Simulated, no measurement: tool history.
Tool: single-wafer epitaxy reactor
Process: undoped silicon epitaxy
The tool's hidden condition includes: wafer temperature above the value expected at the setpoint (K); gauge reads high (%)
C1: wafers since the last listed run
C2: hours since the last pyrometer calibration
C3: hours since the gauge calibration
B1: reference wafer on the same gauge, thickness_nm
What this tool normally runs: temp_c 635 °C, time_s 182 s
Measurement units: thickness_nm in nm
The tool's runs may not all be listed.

Run 1, hour 0.0: usual settings; C1 0; C2 1196.5; C3 40.9; B1 23.612. Result: thickness_nm 23.034 nm.
Run 2, hour 39.2: usual settings; C1 388; C2 1235.7; C3 80.1; B1 23.610. Result: thickness_nm 23.314 nm.
Run 3, hour 95.9: usual settings; C1 562; C2 1292.4; C3 136.8; B1 23.593. Result: thickness_nm 23.140 nm.
Run 4, hour 142.6: usual settings; C1 462; C2 1339.1; C3 183.5; B1 23.585. Result: thickness_nm 23.214 nm.
Run 5, hour 209.4: usual settings; C1 662; C2 1405.9; C3 250.3; B1 23.602. Result: thickness_nm 23.308 nm.
Run 6, hour 262.7: usual settings but temp_c 643 °C; C1 528; C2 1459.2; C3 303.6; B1 23.612. Result: thickness_nm 28.311 nm.
Run 7, hour 302.3: usual settings but temp_c 643 °C; C1 392; C2 1498.8; C3 343.2; B1 23.589. Result: thickness_nm 28.547 nm.
At hour 317.3: gauge calibrated.
Run 8, hour 350.8: usual settings but temp_c 650 °C, time_s 217 s; C1 480; C2 1547.3; C3 33.5; B1 23.595. Result: thickness_nm 40.641 nm.
Run 9, hour 408.3: usual settings but temp_c 626 °C, time_s 152 s; C1 569; C2 1604.8; C3 91.0; B1 23.609. Result: thickness_nm 15.342 nm.
At hour 433.9: pyrometer calibrated.
Run 10, hour 434.4: usual settings but temp_c 621 °C, time_s 170 s; C1 179; C2 0.5; C3 117.1; B1 23.602. Result: thickness_nm 13.993 nm.
Run 11, hour 476.3: usual settings; C1 415; C2 42.4; C3 159.0; B1 23.596. Result: thickness_nm 21.632 nm.
Run 12, hour 508.5: usual settings but temp_c 644 °C; C1 319; C2 74.6; C3 191.2; B1 23.614. Result: thickness_nm 27.396 nm.
Run 13, hour 543.1: usual settings but temp_c 626 °C, time_s 208 s; C1 342; C2 109.2; C3 225.8; B1 23.593. Result: thickness_nm 19.869 nm.
Run 14, hour 584.9: usual settings but temp_c 643 °C; C1 414; C2 151.0; C3 267.6; B1 23.591. Result: thickness_nm 26.947 nm.

The same runs without the tool's hidden state, with the same run-to-run variation:
run  thickness_nm
  1        21.553
  2        21.801
  3        21.619
  4        21.674
  5        21.742
  6        26.429
  7        26.638
  8        37.950
  9        14.258
 10        14.022
 11        21.565
 12        27.216
 13        19.657
 14        26.563
